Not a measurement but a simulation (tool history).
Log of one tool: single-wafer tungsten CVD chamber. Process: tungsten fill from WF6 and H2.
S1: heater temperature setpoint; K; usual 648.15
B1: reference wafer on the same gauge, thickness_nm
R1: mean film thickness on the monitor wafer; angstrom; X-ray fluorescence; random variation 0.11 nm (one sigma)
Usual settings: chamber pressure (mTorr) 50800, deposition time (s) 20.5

Run 1, day 0: usual settings; B1 47.116. Result: R1 438.01 angstrom.
At day 1.658: thermocouple changed; heater temperature recalibrated.
Run 2, day 3.225: usual settings; B1 47.167. Result: R1 442.72 angstrom.
Run 3, day 6.571: usual settings; B1 47.223. Result: R1 442.92 angstrom.
Run 4, day 10.562: usual settings; B1 47.275. Result: R1 442.51 angstrom.
Run 5, day 12.096: usual settings; B1 47.372. Result: R1 440.43 angstrom.
Run 6, day 14.133: usual settings but chamber pressure (mTorr) 57700, deposition time (s) 22.7; B1 47.337. Result: R1 516.95 angstrom.
Run 7, day 18.621: usual settings but chamber pressure (mTorr) 57700, deposition time (s) 22.7; B1 47.567. Result: R1 514.38 angstrom.
Run 8, day 20.471: usual settings; B1 47.542. Result: R1 444.27 angstrom.
At day 20.979: showerhead replaced.
Run 9, day 22.642: usual settings but deposition time (s) 23.6; B1 47.581. Result: R1 510.69 angstrom.
At day 24.417: capacitance manometer re-zeroed and calibrated.
Run 10, day 24.438: usual settings but deposition time (s) 23.6; B1 47.597. Result: R1 512.63 angstrom.
Run 11, day 26.558: usual settings; B1 47.639. Result: R1 444.15 angstrom.
Run 12, day 29.467: usual settings but S1 659.15 K, chamber pressure (mTorr) 60400, deposition time (s) 18.4; B1 47.641. Result: R1 549.02 angstrom.
Run 13, day 31.817: usual settings but chamber pressure (mTorr) 45100, deposition time (s) 23.8; B1 47.659. Result: R1 495.17 angstrom.
At day 33.129: gauge calibrated.
Run 14, day 33.454: usual settings but S1 657.15 K, chamber pressure (mTorr) 45400; B1 46.726. Result: R1 511.8 angstrom.
Run 15, day 37.088: usual settings but deposition time (s) 19.4; B1 46.796. Result: R1 413.49 angstrom.
At day 38.804: thermocouple changed; heater temperature recalibrated.
Run 16, day 38.825: usual settings but S1 654.15 K, chamber pressure (mTorr) 60200, deposition time (s) 22.9; B1 46.84. Result: R1 602.85 angstrom.
Run 17, day 40.85: usual settings; B1 46.952. Result: R1 435.24 angstrom.
Run 18, day 44.975: usual settings but deposition time (s) 23.6; B1 46.957. Result: R1 506.28 angstrom.
Run 19, day 46.667: usual settings but S1 662.15 K; B1 47.06. Result: R1 604.1 angstrom.
Run 20, day 48.667: usual settings; B1 47.016. Result: R1 439.76 angstrom.
Run 21, day 51.312: usual settings but chamber pressure (mTorr) 61900, deposition time (s) 24; B1 47.133. Result: R1 555.19 angstrom.

Forecast each of these 4 alternatives for the next run:
Run A, day 51.329: usual settings but S1 636.15 K; B1 ?. Result: R1 ?.
Run B, day 51.329: usual settings but S1 653.15 K, chamber pressure (mTorr) 61800; B1 ?. Result: R1 ?.
Run C, day 51.329: usual settings but S1 657.15 K, chamber pressure (mTorr) 38600, deposition time (s) 24.2; B1 ?. Result: R1 ?.
Run D, day 51.329: usual settings but deposition time (s) 16.6; B1 ?. Result: R1 ?.

run      B1      R1
  A  47.101  327.45
  B  47.101  531.54
  C  47.101   573.9
  D  47.101  354.72
Without the tool's hidden state the same runs would have given:
run      R1
  A  325.37
  B  528.17
  C  570.26
  D  352.47
